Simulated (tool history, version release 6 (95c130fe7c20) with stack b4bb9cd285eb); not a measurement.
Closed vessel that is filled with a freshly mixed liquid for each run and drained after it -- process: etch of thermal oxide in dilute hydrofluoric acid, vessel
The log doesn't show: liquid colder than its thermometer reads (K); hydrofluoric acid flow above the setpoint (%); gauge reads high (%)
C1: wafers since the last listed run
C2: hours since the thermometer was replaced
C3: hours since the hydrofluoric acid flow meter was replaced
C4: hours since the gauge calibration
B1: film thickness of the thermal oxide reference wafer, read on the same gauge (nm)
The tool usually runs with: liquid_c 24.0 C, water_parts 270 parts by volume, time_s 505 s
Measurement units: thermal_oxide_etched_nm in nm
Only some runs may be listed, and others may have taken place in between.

{"run": 1, "hour": 0.0, "liquid_c": 24.0, "water_parts": 270, "time_s": 705, "C1": 0, "C2": 1674.7, "C3": 315.6, "C4": 312.6, "B1": 150.0, "thermal_oxide_etched_nm": 11.25}
{"run": 2, "hour": 41.5, "liquid_c": 24.0, "water_parts": 270, "time_s": 580, "C1": 2560, "C2": 1716.2, "C3": 357.1, "C4": 354.1, "B1": 150.0, "thermal_oxide_etched_nm": 9.3}
{"run": 3, "hour": 103.6, "liquid_c": 24.0, "water_parts": 270, "time_s": 580, "C1": 3832, "C2": 1778.3, "C3": 419.2, "C4": 416.2, "B1": 150.02, "thermal_oxide_etched_nm": 9.41}
{"run": 4, "hour": 145.6, "liquid_c": 24.0, "water_parts": 270, "time_s": 575, "C1": 2591, "C2": 1820.3, "C3": 461.2, "C4": 458.2, "B1": 149.99, "thermal_oxide_etched_nm": 9.23}
{"run": 5, "hour": 211.5, "liquid_c": 24.0, "water_parts": 270, "time_s": 575, "C1": 4066, "C2": 1886.2, "C3": 527.1, "C4": 524.1, "B1": 150.02, "thermal_oxide_etched_nm": 9.44}
{"run": 6, "hour": 272.3, "liquid_c": 24.0, "water_parts": 270, "time_s": 575, "C1": 3751, "C2": 1947.0, "C3": 587.9, "C4": 584.9, "B1": 150.0, "thermal_oxide_etched_nm": 9.29}
{"run": 7, "hour": 332.5, "liquid_c": 24.0, "water_parts": 270, "time_s": 505, "C1": 3714, "C2": 2007.2, "C3": 648.1, "C4": 645.1, "B1": 150.01, "thermal_oxide_etched_nm": 8.34}
{"run": 8, "hour": 358.4, "liquid_c": 24.0, "water_parts": 270, "time_s": 505, "C1": 1598, "C2": 2033.1, "C3": 674.0, "C4": 671.0, "B1": 150.0, "thermal_oxide_etched_nm": 8.27}
{"run": 9, "hour": 429.0, "liquid_c": 24.0, "water_parts": 270, "time_s": 505, "C1": 4356, "C2": 2103.7, "C3": 744.6, "C4": 741.6, "B1": 150.01, "thermal_oxide_etched_nm": 8.38}
{"run": 10, "hour": 461.5, "liquid_c": 24.0, "water_parts": 270, "time_s": 505, "C1": 2005, "C2": 2136.2, "C3": 777.1, "C4": 774.1, "B1": 149.99, "thermal_oxide_etched_nm": 8.29}
{"run": 11, "hour": 516.7, "liquid_c": 24.0, "water_parts": 270, "time_s": 505, "C1": 3406, "C2": 2191.4, "C3": 832.3, "C4": 829.3, "B1": 150.02, "thermal_oxide_etched_nm": 8.32}
{"run": 12, "hour": 559.2, "liquid_c": 24.0, "water_parts": 295, "time_s": 360, "C1": 2622, "C2": 2233.9, "C3": 874.8, "C4": 871.8, "B1": 150.0, "thermal_oxide_etched_nm": 5.32}
{"run": 13, "hour": 615.7, "liquid_c": 24.0, "water_parts": 295, "time_s": 360, "C1": 3486, "C2": 2290.4, "C3": 931.3, "C4": 928.3, "B1": 149.99, "thermal_oxide_etched_nm": 5.28}
{"run": 14, "hour": 665.6, "liquid_c": 24.0, "water_parts": 295, "time_s": 360, "C1": 3079, "C2": 2340.3, "C3": 981.2, "C4": 978.2, "B1": 149.98, "thermal_oxide_etched_nm": 5.4}
{"hour": 702.6, "done": "hydrofluoric acid flow meter replaced"}
{"run": 15, "hour": 722.0, "liquid_c": 24.0, "water_parts": 270, "time_s": 505, "C1": 3418, "C2": 2396.7, "C3": 19.4, "C4": 1034.6, "B1": 150.01, "thermal_oxide_etched_nm": 7.96}
{"run": 16, "hour": 760.6, "liquid_c": 24.0, "water_parts": 270, "time_s": 505, "C1": 2382, "C2": 2435.3, "C3": 58.0, "C4": 1073.2, "B1": 149.97, "thermal_oxide_etched_nm": 8.05}
{"run": 17, "hour": 824.3, "liquid_c": 22.5, "water_parts": 145, "time_s": 400, "C1": 3930, "C2": 2499.0, "C3": 121.7, "C4": 1136.9, "B1": 150.0, "thermal_oxide_etched_nm": 12.81}
{"run": 18, "hour": 868.9, "liquid_c": 27.0, "water_parts": 185, "time_s": 275, "C1": 2752, "C2": 2543.6, "C3": 166.3, "C4": 1181.5, "B1": 150.0, "thermal_oxide_etched_nm": 7.92}
{"run": 19, "hour": 927.8, "liquid_c": 27.0, "water_parts": 330, "time_s": 745, "C1": 3634, "C2": 2602.5, "C3": 225.2, "C4": 1240.4, "B1": 150.03, "thermal_oxide_etched_nm": 10.23}
{"run": 20, "hour": 972.8, "liquid_c": 21.5, "water_parts": 360, "time_s": 225, "C1": 2776, "C2": 2647.5, "C3": 270.2, "C4": 1285.4, "B1": 150.01, "thermal_oxide_etched_nm": 2.3}
{"run": 21, "hour": 997.8, "liquid_c": 24.0, "water_parts": 365, "time_s": 505, "C1": 1542, "C2": 2672.5, "C3": 295.2, "C4": 1310.4, "B1": 149.99, "thermal_oxide_etched_nm": 5.55}
{"run": 22, "hour": 1034.9, "liquid_c": 24.0, "water_parts": 270, "time_s": 575, "C1": 2289, "C2": 2709.6, "C3": 332.3, "C4": 1347.5, "B1": 149.96, "thermal_oxide_etched_nm": 9.28}
{"hour": 1077.9, "done": "thermometer replaced"}
{"run": 23, "hour": 1103.9, "liquid_c": 24.0, "water_parts": 165, "time_s": 505, "C1": 4196, "C2": 26.0, "C3": 401.3, "C4": 1416.5, "B1": 150.02, "thermal_oxide_etched_nm": 15.02}
{"run": 24, "hour": 1132.3, "liquid_c": 25.5, "water_parts": 270, "time_s": 505, "C1": 1752, "C2": 54.4, "C3": 429.7, "C4": 1444.9, "B1": 150.0, "thermal_oxide_etched_nm": 8.71}
{"hour": 1145.5, "done": "gauge calibrated"}
{"run": 25, "hour": 1177.7, "liquid_c": 28.0, "water_parts": 165, "time_s": 505, "C1": 2801, "C2": 99.8, "C3": 475.1, "C4": 32.2, "B1": 149.97, "thermal_oxide_etched_nm": 17.19}

Forecast run 26:
{"run": 26, "hour": 1228.7, "liquid_c": 25.5, "water_parts": 145, "time_s": 505, "C1": 3147, "C2": 150.8, "C3": 526.1, "C4": 83.2, "B1": "?", "thermal_oxide_etched_nm": "?"}

Run 26 gave B1 149.99, thermal_oxide_etched_nm 18.62 nm.
With no hidden state in the tool, this same run would have given thermal_oxide_etched_nm 17.99 nm.
